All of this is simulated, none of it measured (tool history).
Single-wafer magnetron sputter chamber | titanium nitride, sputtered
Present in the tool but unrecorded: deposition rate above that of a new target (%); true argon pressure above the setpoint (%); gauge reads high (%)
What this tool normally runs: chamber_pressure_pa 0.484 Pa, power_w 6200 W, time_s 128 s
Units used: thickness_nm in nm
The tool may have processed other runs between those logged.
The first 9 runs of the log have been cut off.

run    hour  chamber_pressure_pa  power_w  time_s  wafers since the last listed run  wafers on the sputter target  hours since the last manometer calibration  hours since the magnet pack was replaced  hours since the gauge calibration  read-back reference wafer on the same gauge, thickness_nm  thickness_nm
      522.5  -- sputter target and shields replaced
 10   539.7                0.484     6200     128                               664                           195                                      2170.4                                    8621.2                              790.6                                                    170.053       142.568
 11   577.8                0.484     5600     154                               431                           626                                      2208.5                                    8659.3                              828.7                                                    169.990       155.450
 12   637.3                0.677     5650     135                               674                          1301                                      2268.0                                    8718.8                              888.2                                                    170.005       129.446
 13   687.7                0.301     6200     150                               571                          1872                                      2318.4                                    8769.2                              938.6                                                    169.982       176.602
 14   717.8                0.484     6200     128                               341                          2213                                      2348.5                                    8799.3                              968.7                                                    170.003       141.700
 15   752.6                0.484     5400     128                               394                          2607                                      2383.3                                    8834.1                             1003.5                                                    170.074       124.393
 16   810.3                0.373     5700     139                               653                          3261                                      2441.0                                    8891.8                             1061.2                                                    170.024       146.856
 17   857.0                0.590     6200     120                               529                          3790                                      2487.7                                    8938.5                             1107.9                                                    169.995       128.466
      882.4  -- capacitance manometer re-zeroed and calibrated
 18   901.3                0.484     6200     120                               411                          4202                                        18.9                                    8982.8                             1152.2                                                    169.953       132.503
 19   945.4                0.315     4800     141                               499                          4702                                        63.0                                    9026.9                             1196.3                                                    170.044       127.599
     1012.6  -- magnet pack replaced, of another model than before
 20  1013.1                0.422     6600     138                               676                          5378                                       130.7                                       0.5                             1264.0                                                    170.055       165.869
     1020.9  -- gauge calibrated
 21  1051.7                0.484     5150     137                               437                          5816                                       169.3                                      39.1                               30.8                                                    169.935       125.599
 22  1085.3                0.543     6200     128                               380                          6196                                       202.9                                      72.7                               64.4                                                    169.961       137.247
     1098.5  -- sputter target and shields replaced
 23  1154.3                0.321     5050     151                               691                           632                                       271.9                                     141.7                              133.4                                                    169.954       147.870
 24  1209.2                0.302     4900     115                               622                          1254                                       326.8                                     196.6                              188.3                                                    170.006       110.280
 25  1246.6                0.312     6850     147                               423                          1678                                       364.2                                     234.0                              225.7                                                    170.023       194.022
 26  1293.4                0.484     5250     128                               530                          2208                                       411.0                                     280.8                              272.5                                                    169.977       121.302
 27  1332.0                0.484     6200     118                               437                          2646                                       449.6                                     319.4                              311.1                                                    170.094       130.964
 28  1385.3                0.347     6950     119                               604                          3250                                       502.9                                     372.7                              364.4                                                    170.020       155.702
 29  1455.8                0.656     6200     128                               798                          4049                                       573.4                                     443.2                              434.9                                                    169.986       131.924
 30  1653.2                0.604     4800     116                              2237                          6286                                       770.8                                     640.6                              632.3                                                    169.986        94.463
 31  1722.3                0.484     6200     128                               783                          7069                                       839.9                                     709.7                              701.4                                                    170.050       140.040
     1736.8  -- sputter target and shields replaced
 32  1756.2                0.484     6200     128                               293                           219                                       873.8                                     743.6                              735.3                                                    170.061       143.014
 33  1808.1                0.484     6200     128                               588                           807                                       925.7                                     795.5                              787.2                                                    170.059       143.133

5 ways to go on from here, each from the tool as it stands after run 33. What would each give?
  A  1808.5                0.484     6200     128                                 4                           812                                       926.1                                     795.9                              787.6                                                          ?             ?
  B  1808.5                0.333     7350     112                                 4                           812                                       926.1                                     795.9                              787.6                                                          ?             ?
  C  1808.5                0.576     4650     107                                 4                           812                                       926.1                                     795.9                              787.6                                                          ?             ?
  D  1808.5                0.484     7650     120                                 4                           812                                       926.1                                     795.9                              787.6                                                          ?             ?
  E  1808.5                0.667     7700     153                                 4                           812                                       926.1                                     795.9                              787.6                                                          ?             ?

run  read-back reference wafer on the same gauge, thickness_nm  thickness_nm
  A                                                    169.947       142.770
  B                                                    169.947       157.185
  C                                                    169.947        86.950
  D                                                    169.947       164.283
  E                                                    169.947       195.481
The same runs, with their run-to-run variation unchanged, on a tool lacking any hidden condition would have given:
run  thickness_nm
  A       143.261
  B       157.726
  C        87.249
  D       164.849
  E       196.154
